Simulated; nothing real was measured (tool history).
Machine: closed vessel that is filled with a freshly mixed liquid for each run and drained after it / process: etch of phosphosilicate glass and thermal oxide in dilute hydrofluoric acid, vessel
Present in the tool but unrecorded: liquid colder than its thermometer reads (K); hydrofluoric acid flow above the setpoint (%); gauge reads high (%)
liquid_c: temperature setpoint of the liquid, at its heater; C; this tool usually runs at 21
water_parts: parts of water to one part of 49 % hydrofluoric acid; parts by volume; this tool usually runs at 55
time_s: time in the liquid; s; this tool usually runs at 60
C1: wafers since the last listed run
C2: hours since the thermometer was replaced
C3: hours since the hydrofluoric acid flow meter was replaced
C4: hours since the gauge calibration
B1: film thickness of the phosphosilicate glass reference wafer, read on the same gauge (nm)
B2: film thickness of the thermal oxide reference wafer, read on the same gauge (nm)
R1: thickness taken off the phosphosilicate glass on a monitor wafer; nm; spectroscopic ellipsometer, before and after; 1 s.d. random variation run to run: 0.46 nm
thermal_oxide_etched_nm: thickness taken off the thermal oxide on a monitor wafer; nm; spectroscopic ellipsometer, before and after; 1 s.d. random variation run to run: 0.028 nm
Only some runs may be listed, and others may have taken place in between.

run 1 day=0 | liquid_c=21 water_parts=55 time_s=60 | C1=0 C2=838.5 C3=1342.9 C4=2034.3 | B1=129.96 B2=50.012 | R1=60.69 thermal_oxide_etched_nm=4.696
run 2 day=2.475 | liquid_c=21 water_parts=55 time_s=35 | C1=5537 C2=897.9 C3=1402.3 C4=2093.7 | B1=129.99 B2=50.021 | R1=35.12 thermal_oxide_etched_nm=2.726
run 3 day=5.062 | liquid_c=21 water_parts=55 time_s=35 | C1=5789 C2=960 C3=1464.4 C4=2155.8 | B1=130.03 B2=49.988 | R1=34.75 thermal_oxide_etched_nm=2.727
run 4 day=7.488 | liquid_c=21 water_parts=55 time_s=35 | C1=5425 C2=1018.2 C3=1522.6 C4=2214 | B1=129.98 B2=50.011 | R1=34.63 thermal_oxide_etched_nm=2.75
run 5 day=10.233 | liquid_c=21 water_parts=35 time_s=30 | C1=6143 C2=1084.1 C3=1588.5 C4=2279.9 | B1=129.98 B2=50.014 | R1=47.09 thermal_oxide_etched_nm=3.746
run 6 day=11.817 | liquid_c=21 water_parts=55 time_s=40 | C1=3542 C2=1122.1 C3=1626.5 C4=2317.9 | B1=129.96 B2=49.961 | R1=39.8 thermal_oxide_etched_nm=3.1
run 7 day=16.142 | liquid_c=21 water_parts=75 time_s=70 | C1=9677 C2=1225.9 C3=1730.3 C4=2421.7 | B1=130.01 B2=49.986 | R1=49.19 thermal_oxide_etched_nm=3.866
run 8 day=20.038 | liquid_c=24.5 water_parts=25 time_s=40 | C1=8716 C2=1319.4 C3=1823.8 C4=2515.2 | B1=129.97 B2=50.009 | R1=103.67 thermal_oxide_etched_nm=8.116
-- day=22.988 hydrofluoric acid flow meter replaced
run 9 day=23.008 | liquid_c=21 water_parts=55 time_s=60 | C1=6553 C2=1390.7 C3=0.5 C4=2586.5 | B1=130.01 B2=50.011 | R1=57.94 thermal_oxide_etched_nm=4.553
-- day=24.479 gauge calibrated
run 10 day=25.108 | liquid_c=21 water_parts=40 time_s=60 | C1=4698 C2=1441.1 C3=50.9 C4=15.1 | B1=130.04 B2=49.995 | R1=81.04 thermal_oxide_etched_nm=6.391
run 11 day=27.117 | liquid_c=17 water_parts=55 time_s=45 | C1=4493 C2=1489.3 C3=99.1 C4=63.3 | B1=130.01 B2=50.016 | R1=36.18 thermal_oxide_etched_nm=2.863
run 12 day=30.171 | liquid_c=24.5 water_parts=55 time_s=45 | C1=6833 C2=1562.6 C3=172.4 C4=136.6 | B1=129.99 B2=49.986 | R1=50.1 thermal_oxide_etched_nm=3.942
run 13 day=32.15 | liquid_c=23.5 water_parts=55 time_s=40 | C1=4428 C2=1610.1 C3=219.9 C4=184.1 | B1=130.01 B2=49.965 | R1=42.49 thermal_oxide_etched_nm=3.337
run 14 day=34.129 | liquid_c=21 water_parts=55 time_s=60 | C1=4428 C2=1657.6 C3=267.4 C4=231.6 | B1=129.95 B2=50.019 | R1=57.52 thermal_oxide_etched_nm=4.509
-- day=34.875 thermometer replaced
run 15 day=38.388 | liquid_c=19.5 water_parts=40 time_s=30 | C1=9434 C2=84.3 C3=369.6 C4=333.8 | B1=130.02 B2=50.008 | R1=41.79 thermal_oxide_etched_nm=3.278
run 16 day=40.917 | liquid_c=24.5 water_parts=70 time_s=75 | C1=5658 C2=145 C3=430.3 C4=394.5 | B1=129.98 B2=49.993 | R1=69.58 thermal_oxide_etched_nm=5.561
run 17 day=42.688 | liquid_c=21 water_parts=55 time_s=60 | C1=3962 C2=187.5 C3=472.8 C4=437 | B1=130.02 B2=50.004 | R1=63.13 thermal_oxide_etched_nm=4.945
run 18 day=44.704 | liquid_c=21 water_parts=55 time_s=75 | C1=4512 C2=235.9 C3=521.2 C4=485.4 | B1=129.98 B2=49.981 | R1=78.74 thermal_oxide_etched_nm=6.219
run 19 day=47.021 | liquid_c=17 water_parts=55 time_s=60 | C1=5183 C2=291.5 C3=576.8 C4=541 | B1=130 B2=50.019 | R1=52.87 thermal_oxide_etched_nm=4.136
run 20 day=51.346 | liquid_c=21 water_parts=80 time_s=75 | C1=9677 C2=395.3 C3=680.6 C4=644.8 | B1=130.01 B2=50.007 | R1=51.48 thermal_oxide_etched_nm=4.095
run 21 day=55.325 | liquid_c=24.5 water_parts=55 time_s=45 | C1=8903 C2=490.8 C3=776.1 C4=740.3 | B1=130.02 B2=49.999 | R1=53.8 thermal_oxide_etched_nm=4.242
run 22 day=58.65 | liquid_c=18 water_parts=55 time_s=30 | C1=7439 C2=570.6 C3=855.9 C4=820.1 | B1=130.02 B2=49.981 | R1=27.4 thermal_oxide_etched_nm=2.13
run 23 day=62.025 | liquid_c=21 water_parts=80 time_s=60 | C1=7551 C2=651.6 C3=936.9 C4=901.1 | B1=129.96 B2=50.005 | R1=41.06 thermal_oxide_etched_nm=3.202
run 24 day=64.9 | liquid_c=17.5 water_parts=40 time_s=45 | C1=6432 C2=720.6 C3=1005.9 C4=970.1 | B1=129.96 B2=49.965 | R1=54.93 thermal_oxide_etched_nm=4.316

Here are 5 independent what-if runs from the current tool condition. What would each one return?
run A day=64.929 | liquid_c=21 water_parts=55 time_s=60 | C1=65 C2=721.3 C3=1006.6 C4=970.8 | B1=? B2=? | R1=? thermal_oxide_etched_nm=?
run B day=64.929 | liquid_c=21 water_parts=65 time_s=60 | C1=65 C2=721.3 C3=1006.6 C4=970.8 | B1=? B2=? | R1=? thermal_oxide_etched_nm=?
run C day=64.929 | liquid_c=19.5 water_parts=70 time_s=70 | C1=65 C2=721.3 C3=1006.6 C4=970.8 | B1=? B2=? | R1=? thermal_oxide_etched_nm=?
run D day=64.929 | liquid_c=18.5 water_parts=55 time_s=60 | C1=65 C2=721.3 C3=1006.6 C4=970.8 | B1=? B2=? | R1=? thermal_oxide_etched_nm=?
run E day=64.929 | liquid_c=21 water_parts=75 time_s=35 | C1=65 C2=721.3 C3=1006.6 C4=970.8 | B1=? B2=? | R1=? thermal_oxide_etched_nm=?

run=A B1=129.99 B2=50.011 R1=61.43 thermal_oxide_etched_nm=4.783
run=B B1=129.99 B2=50.011 R1=51.37 thermal_oxide_etched_nm=4
run=C B1=129.99 B2=50.011 R1=51.93 thermal_oxide_etched_nm=4.044
run=D B1=129.99 B2=50.011 R1=55.2 thermal_oxide_etched_nm=4.298
run=E B1=129.99 B2=50.011 R1=25.67 thermal_oxide_etched_nm=1.999
Stripped of hidden state, with their random variation kept, the same runs would have yielded:
run=A R1=64.24 thermal_oxide_etched_nm=5.002
run=B R1=53.7 thermal_oxide_etched_nm=4.181
run=C R1=54.31 thermal_oxide_etched_nm=4.229
run=D R1=57.78 thermal_oxide_etched_nm=4.499
run=E R1=26.82 thermal_oxide_etched_nm=2.089

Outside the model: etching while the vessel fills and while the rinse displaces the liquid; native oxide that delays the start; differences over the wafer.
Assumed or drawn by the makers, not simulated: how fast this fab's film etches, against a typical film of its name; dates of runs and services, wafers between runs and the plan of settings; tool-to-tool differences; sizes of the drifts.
